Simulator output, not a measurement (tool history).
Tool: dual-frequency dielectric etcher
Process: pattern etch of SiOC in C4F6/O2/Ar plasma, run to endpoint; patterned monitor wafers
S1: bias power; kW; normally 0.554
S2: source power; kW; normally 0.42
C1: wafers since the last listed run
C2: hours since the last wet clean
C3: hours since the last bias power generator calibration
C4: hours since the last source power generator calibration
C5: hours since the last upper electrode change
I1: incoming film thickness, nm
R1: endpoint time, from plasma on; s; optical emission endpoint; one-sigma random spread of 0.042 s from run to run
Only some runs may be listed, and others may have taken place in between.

Run 1, hour 0: usual settings; C1 0; C2 114.3; C3 1380.2; C4 2537.3; C5 4022.8; I1 35.37. Result: R1 11.4 s.
Run 2, hour 67.6: usual settings; C1 1126; C2 181.9; C3 1447.8; C4 2604.9; C5 4090.4; I1 35.42. Result: R1 11.3 s.
Run 3, hour 131.8: usual settings; C1 1070; C2 246.1; C3 1512; C4 2669.1; C5 4154.6; I1 35.52. Result: R1 11.4 s.
Run 4, hour 223: usual settings; C1 1520; C2 337.3; C3 1603.2; C4 2760.3; C5 4245.8; I1 36.03. Result: R1 11.3 s.
At hour 265.6: wet clean of the chamber.
Run 5, hour 311.5: usual settings; C1 1075; C2 45.9; C3 1691.7; C4 2848.8; C5 4334.3; I1 35.08. Result: R1 11.4 s.
Run 6, hour 382.5: usual settings; C1 1183; C2 116.9; C3 1762.7; C4 2919.8; C5 4405.3; I1 35.18. Result: R1 11.3 s.
Run 7, hour 464: usual settings; C1 1358; C2 198.4; C3 1844.2; C4 3001.3; C5 4486.8; I1 35.18. Result: R1 11.4 s.
At hour 660.4: upper electrode replaced.
At hour 700.5: wet clean of the chamber.
At hour 777: source power generator calibrated.
Run 8, hour 781: usual settings; C1 4417; C2 80.5; C3 2161.2; C4 4; C5 120.6; I1 35.72. Result: R1 11.5 s.
Run 9, hour 821.6: usual settings; C1 676; C2 121.1; C3 2201.8; C4 44.6; C5 161.2; I1 35.52. Result: R1 11.5 s.
At hour 873.4: bias power generator calibrated.
Run 10, hour 885.5: usual settings; C1 998; C2 185; C3 12.1; C4 108.5; C5 225.1; I1 35.81. Result: R1 11.4 s.
Run 11, hour 947.3: usual settings but S1 0.468 kW, S2 0.45 kW; C1 1030; C2 246.8; C3 73.9; C4 170.3; C5 286.9; I1 35.23. Result: R1 12 s.
Run 12, hour 1030: usual settings; C1 1378; C2 329.5; C3 156.6; C4 253; C5 369.6; I1 35.17. Result: R1 11.2 s.
At hour 1089.7: wet clean of the chamber.
Run 13, hour 1114.1: usual settings but S2 0.38 kW; C1 1001; C2 24.4; C3 240.7; C4 337.1; C5 453.7; I1 35.2. Result: R1 11.8 s.
Run 14, hour 1203.8: usual settings; C1 1495; C2 114.1; C3 330.4; C4 426.8; C5 543.4; I1 35.25. Result: R1 11.3 s.
Run 15, hour 1308.6: usual settings but S1 0.668 kW, S2 0.51 kW; C1 1747; C2 218.9; C3 435.2; C4 531.6; C5 648.2; I1 35.68. Result: R1 9.6 s.
At hour 1482.8: wet clean of the chamber.
Run 16, hour 1601.5: usual settings but S1 0.671 kW, S2 0.35 kW; C1 4482; C2 118.7; C3 728.1; C4 824.5; C5 941.1; I1 35.27. Result: R1 10.9 s.

Estimate the outcome of run 17 from the log above:
Run 17, hour 1661.1: usual settings but S1 0.433 kW, S2 0.37 kW; C1 993; C2 178.3; C3 787.7; C4 884.1; C5 1000.7; I1 35.99. Result: R1 ?.

{"run 17": {"R1": 13.9}}
Without the tool's hidden state the same run would have given R1 14.1 s.
